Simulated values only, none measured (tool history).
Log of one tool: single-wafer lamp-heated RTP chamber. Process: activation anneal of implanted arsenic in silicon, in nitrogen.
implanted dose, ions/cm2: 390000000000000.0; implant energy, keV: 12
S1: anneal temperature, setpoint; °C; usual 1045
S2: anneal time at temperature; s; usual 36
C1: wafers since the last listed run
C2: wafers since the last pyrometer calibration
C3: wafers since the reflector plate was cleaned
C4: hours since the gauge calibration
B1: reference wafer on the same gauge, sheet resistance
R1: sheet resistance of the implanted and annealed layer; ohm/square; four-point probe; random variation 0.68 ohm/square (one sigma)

run	day	S1	S2	C1	C2	C3	C4	B1	R1
1	0.000	1045	46	0	839	3586	241.1	231.07	214.76
2	0.392	1045	46	154	993	3740	250.5	230.90	215.65
3	1.038	1045	46	253	1247	3994	266.0	231.17	215.25
4	1.642	1045	36	237	1485	4232	280.5	231.31	219.76
5	2.133	1045	36	193	1678	4425	292.3	231.16	218.78
6	2.675	1045	36	213	1891	4638	305.3	231.05	218.63
7	3.075	1067	36	157	2049	4795	314.9	231.16	211.56
8	3.762	1045	36	270	2319	5066	331.4	230.98	217.97
9	4.162	1045	29	157	2476	5223	341.0	230.99	221.68
10	4.579	1045	29	163	2640	5387	351.0	231.18	222.99
11	5.233	1045	36	257	2898	5644	366.7	230.92	219.32
12	5.521	1045	36	113	3011	5757	373.6	230.55	219.17
# day 6.417: reflector plate cleaned
13	6.438	1066	36	229	3240	7	395.6	230.70	215.22
14	6.562	1066	36	49	3289	56	398.6	230.88	214.49
15	7.308	1045	36	293	3583	350	416.5	231.13	221.06
16	7.962	1045	36	257	3840	607	432.2	230.91	219.93
17	8.412	1035	36	176	4017	784	443.0	231.27	222.59
18	8.904	1022	36	193	4210	977	454.8	230.74	226.75
# day 9.246: gauge calibrated
# day 9.750: pyrometer window cleaned and pyrometer calibrated
19	9.771	1018	22	209	8	1187	12.6	230.86	233.02
20	9.975	1070	52	80	88	1267	17.5	230.89	207.52
21	10.446	1053	16	185	273	1452	28.8	230.99	227.25
22	11.096	1066	15	255	529	1708	44.4	230.73	225.56
23	11.512	1045	50	163	693	1872	54.4	230.95	215.90
24	11.879	1045	36	144	837	2016	63.2	230.72	218.60
25	12.446	1045	36	222	1060	2239	76.8	231.05	220.09
26	13.000	1071	28	217	1278	2457	90.1	231.01	215.81
27	13.375	1027	19	147	1425	2604	99.1	230.88	230.56
28	13.679	1073	56	119	1545	2724	106.4	231.16	205.28
29	14.138	1045	36	180	1725	2904	117.4	230.89	219.33
30	14.588	1057	55	176	1902	3081	128.2	231.02	210.07
31	15.029	1045	36	173	2076	3255	138.8	230.61	217.89
32	16.838	1029	19	711	2787	3966	182.2	231.17	231.13
33	17.346	1072	36	199	2987	4166	194.4	231.17	211.31
34	18.017	1054	27	263	3251	4430	210.5	230.72	220.59

Measured less the same run without the tool's hidden state. The same run-to-run variation is in both; the gauge's scatter may not be:
The hidden state here: true wafer temperature minus pyrometer reading, K; wafer temperature error from the tarnished reflector plate, K; gauge reads high (%).
run	R1
1	-2.70
2	-2.74
3	-2.78
4	-2.74
5	-2.75
6	-2.78
7	-2.81
8	-2.81
9	-2.73
10	-2.75
11	-2.88
12	-2.88
13	-0.34
14	-0.40
15	-0.71
16	-0.96
17	-1.08
18	-1.13
19	-1.05
20	-1.60
21	-1.41
22	-1.62
23	-1.95
24	-1.92
25	-2.02
26	-2.07
27	-1.56
28	-2.26
29	-2.22
30	-2.36
31	-2.29
32	-1.83
33	-2.50
34	-2.42

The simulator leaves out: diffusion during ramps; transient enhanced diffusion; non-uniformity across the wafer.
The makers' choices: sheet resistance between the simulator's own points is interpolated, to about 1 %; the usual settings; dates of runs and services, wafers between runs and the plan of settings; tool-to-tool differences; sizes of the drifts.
